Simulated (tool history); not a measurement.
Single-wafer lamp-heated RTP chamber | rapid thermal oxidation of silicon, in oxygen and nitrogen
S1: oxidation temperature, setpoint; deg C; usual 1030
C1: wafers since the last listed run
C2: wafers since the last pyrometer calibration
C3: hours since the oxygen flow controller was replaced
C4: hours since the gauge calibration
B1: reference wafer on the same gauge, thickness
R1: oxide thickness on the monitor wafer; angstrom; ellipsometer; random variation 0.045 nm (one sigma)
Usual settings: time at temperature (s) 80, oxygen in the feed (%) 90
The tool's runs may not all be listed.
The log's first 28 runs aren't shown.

run 29 hour=357.1 | S1=1030 time_at_temperature_(s)=80 oxygen_in_the_feed_(%)=98 | C1=184 C2=1802 C3=38.5 C4=146.1 | B1=8.208 | R1=87.77
run 30 hour=374.3 | S1=1013 time_at_temperature_(s)=47 oxygen_in_the_feed_(%)=75 | C1=194 C2=1996 C3=55.7 C4=163.3 | B1=8.239 | R1=55.99
run 31 hour=385.1 | S1=1019 time_at_temperature_(s)=97 oxygen_in_the_feed_(%)=98 | C1=122 C2=2118 C3=66.5 C4=174.1 | B1=8.225 | R1=88.77
run 32 hour=391.8 | S1=1050 time_at_temperature_(s)=101 oxygen_in_the_feed_(%)=98 | C1=75 C2=2194 C3=73.2 C4=180.8 | B1=8.221 | R1=110.83
run 33 hour=403.9 | S1=1040 time_at_temperature_(s)=103 oxygen_in_the_feed_(%)=98 | C1=136 C2=2330 C3=85.3 C4=192.9 | B1=8.236 | R1=105.53
run 34 hour=410.7 | S1=1030 time_at_temperature_(s)=80 oxygen_in_the_feed_(%)=90 | C1=76 C2=2407 C3=92.1 C4=199.7 | B1=8.258 | R1=85.66
run 35 hour=422.4 | S1=1030 time_at_temperature_(s)=80 oxygen_in_the_feed_(%)=90 | C1=132 C2=2539 C3=103.8 C4=211.4 | B1=8.216 | R1=85.10
run 36 hour=428.6 | S1=1038 time_at_temperature_(s)=80 oxygen_in_the_feed_(%)=90 | C1=70 C2=2609 C3=110.0 C4=217.6 | B1=8.214 | R1=90.13
run 37 hour=435.4 | S1=1056 time_at_temperature_(s)=80 oxygen_in_the_feed_(%)=90 | C1=76 C2=2686 C3=116.8 C4=224.4 | B1=8.213 | R1=101.62
run 38 hour=449.7 | S1=1005 time_at_temperature_(s)=113 oxygen_in_the_feed_(%)=98 | C1=161 C2=2848 C3=131.1 C4=238.7 | B1=8.234 | R1=87.00
run 39 hour=462.6 | S1=1046 time_at_temperature_(s)=41 oxygen_in_the_feed_(%)=71 | C1=145 C2=2994 C3=144.0 C4=251.6 | B1=8.214 | R1=64.91

Forecast each of these 3 alternatives for the next run:
run A hour=463.0 | S1=1030 time_at_temperature_(s)=80 oxygen_in_the_feed_(%)=90 | C1=4 C2=2998 C3=144.4 C4=252.0 | B1=? | R1=?
run B hour=463.0 | S1=1051 time_at_temperature_(s)=80 oxygen_in_the_feed_(%)=90 | C1=4 C2=2998 C3=144.4 C4=252.0 | B1=? | R1=?
run C hour=463.0 | S1=1003 time_at_temperature_(s)=45 oxygen_in_the_feed_(%)=81 | C1=4 C2=2998 C3=144.4 C4=252.0 | B1=? | R1=?

run=A B1=8.213 R1=85.57
run=B B1=8.213 R1=98.89
run=C B1=8.213 R1=52.83
Without the tool's hidden state the same runs would have given:
run=A R1=80.16
run=B R1=92.82
run=C R1=49.47
